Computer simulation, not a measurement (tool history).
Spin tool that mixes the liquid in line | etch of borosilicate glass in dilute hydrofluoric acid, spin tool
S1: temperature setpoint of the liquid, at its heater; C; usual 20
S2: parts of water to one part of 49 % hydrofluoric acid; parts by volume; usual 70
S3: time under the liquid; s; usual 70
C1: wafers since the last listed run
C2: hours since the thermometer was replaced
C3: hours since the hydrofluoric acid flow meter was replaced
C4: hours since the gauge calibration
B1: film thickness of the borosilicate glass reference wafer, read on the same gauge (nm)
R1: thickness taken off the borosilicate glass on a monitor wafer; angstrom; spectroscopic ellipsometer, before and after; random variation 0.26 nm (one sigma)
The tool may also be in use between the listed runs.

run 1 hour=0 | S1=20 S2=70 S3=70 | C1=0 C2=1657.3 C3=322.6 C4=113 | B1=69.99 | R1=352.6
run 2 hour=68.4 | S1=20 S2=70 S3=70 | C1=1019 C2=1725.7 C3=391 C4=181.4 | B1=70 | R1=348.5
run 3 hour=95.2 | S1=20 S2=70 S3=70 | C1=399 C2=1752.5 C3=417.8 C4=208.2 | B1=70.02 | R1=348.6
run 4 hour=135.2 | S1=20 S2=70 S3=70 | C1=596 C2=1792.5 C3=457.8 C4=248.2 | B1=69.96 | R1=350.2
run 5 hour=171.4 | S1=20 S2=70 S3=70 | C1=539 C2=1828.7 C3=494 C4=284.4 | B1=69.99 | R1=350.1
run 6 hour=368.6 | S1=20 S2=70 S3=70 | C1=2940 C2=2025.9 C3=691.2 C4=481.6 | B1=69.97 | R1=347
run 7 hour=397.6 | S1=20 S2=70 S3=70 | C1=432 C2=2054.9 C3=720.2 C4=510.6 | B1=69.99 | R1=344
run 8 hour=533.8 | S1=20 S2=70 S3=70 | C1=2030 C2=2191.1 C3=856.4 C4=646.8 | B1=70 | R1=341.6
run 9 hour=558.6 | S1=21.5 S2=55 S3=70 | C1=369 C2=2215.9 C3=881.2 C4=671.6 | B1=70.03 | R1=468.5
run 10 hour=588.3 | S1=21.5 S2=55 S3=70 | C1=442 C2=2245.6 C3=910.9 C4=701.3 | B1=69.99 | R1=468.3
-- hour=616.4 thermometer replaced
run 11 hour=642.6 | S1=20 S2=70 S3=70 | C1=794 C2=26.2 C3=965.2 C4=755.6 | B1=70.02 | R1=342.8
run 12 hour=712.3 | S1=20 S2=90 S3=60 | C1=1039 C2=95.9 C3=1034.9 C4=825.3 | B1=70 | R1=221
-- hour=734.4 hydrofluoric acid flow meter replaced
run 13 hour=749.4 | S1=20 S2=70 S3=70 | C1=538 C2=133 C3=15 C4=862.4 | B1=69.98 | R1=356.7
run 14 hour=798.4 | S1=20 S2=70 S3=70 | C1=730 C2=182 C3=64 C4=911.4 | B1=70.03 | R1=358.4
run 15 hour=836.1 | S1=20 S2=70 S3=70 | C1=562 C2=219.7 C3=101.7 C4=949.1 | B1=70 | R1=351.4
run 16 hour=863.4 | S1=17 S2=70 S3=70 | C1=407 C2=247 C3=129 C4=976.4 | B1=70.01 | R1=309.4
run 17 hour=887.6 | S1=17 S2=90 S3=35 | C1=360 C2=271.2 C3=153.2 C4=1000.6 | B1=69.99 | R1=119.2
run 18 hour=955.3 | S1=20 S2=70 S3=70 | C1=1009 C2=338.9 C3=220.9 C4=1068.3 | B1=70.01 | R1=356.5
run 19 hour=1011.6 | S1=20 S2=70 S3=70 | C1=839 C2=395.2 C3=277.2 C4=1124.6 | B1=70 | R1=353.5
run 20 hour=1038.9 | S1=24.5 S2=85 S3=70 | C1=407 C2=422.5 C3=304.5 C4=1151.9 | B1=69.99 | R1=338.9
run 21 hour=1071.5 | S1=20 S2=70 S3=95 | C1=486 C2=455.1 C3=337.1 C4=1184.5 | B1=70.02 | R1=471
-- hour=1090.8 gauge calibrated
run 22 hour=1136.6 | S1=20 S2=70 S3=40 | C1=970 C2=520.2 C3=402.2 C4=45.8 | B1=70.01 | R1=199.7
run 23 hour=1172.5 | S1=20 S2=70 S3=70 | C1=535 C2=556.1 C3=438.1 C4=81.7 | B1=70.01 | R1=354
run 24 hour=1207.6 | S1=17.5 S2=45 S3=50 | C1=523 C2=591.2 C3=473.2 C4=116.8 | B1=70 | R1=360.1
run 25 hour=1253.4 | S1=24 S2=95 S3=70 | C1=682 C2=637 C3=519 C4=162.6 | B1=69.97 | R1=294
run 26 hour=1294.2 | S1=20 S2=70 S3=70 | C1=608 C2=677.8 C3=559.8 C4=203.4 | B1=70 | R1=347.5
run 27 hour=1353.6 | S1=20 S2=70 S3=70 | C1=885 C2=737.2 C3=619.2 C4=262.8 | B1=70 | R1=353.2
run 28 hour=1387.1 | S1=18.5 S2=100 S3=95 | C1=499 C2=770.7 C3=652.7 C4=296.3 | B1=70 | R1=300.7
run 29 hour=1430.8 | S1=20 S2=90 S3=70 | C1=651 C2=814.4 C3=696.4 C4=340 | B1=69.99 | R1=262.3
run 30 hour=1500.9 | S1=22 S2=60 S3=100 | C1=1045 C2=884.5 C3=766.5 C4=410.1 | B1=69.97 | R1=636.6
run 31 hour=1558.5 | S1=24 S2=80 S3=95 | C1=858 C2=942.1 C3=824.1 C4=467.7 | B1=70.03 | R1=472.8
run 32 hour=1598.5 | S1=20 S2=70 S3=70 | C1=596 C2=982.1 C3=864.1 C4=507.7 | B1=70 | R1=346.1
run 33 hour=1642.5 | S1=17 S2=90 S3=70 | C1=656 C2=1026.1 C3=908.1 C4=551.7 | B1=70.02 | R1=231.3

4 ways to go on from here, each from the tool as it stands after run 33. What would each give?
run A hour=1642.9 | S1=20 S2=70 S3=70 | C1=5 C2=1026.5 C3=908.5 C4=552.1 | B1=? | R1=?
run B hour=1642.9 | S1=23 S2=105 S3=80 | C1=5 C2=1026.5 C3=908.5 C4=552.1 | B1=? | R1=?
run C hour=1642.9 | S1=20 S2=70 S3=105 | C1=5 C2=1026.5 C3=908.5 C4=552.1 | B1=? | R1=?
run D hour=1642.9 | S1=17 S2=60 S3=90 | C1=5 C2=1026.5 C3=908.5 C4=552.1 | B1=? | R1=?

run=A B1=70.02 R1=346.3
run=B B1=70.02 R1=285.8
run=C B1=70.02 R1=519.4
run=D B1=70.02 R1=462.6
Without the tool's hidden state the same runs would have given:
run=A R1=357.7
run=B R1=295.6
run=C R1=536.5
run=D R1=477.6
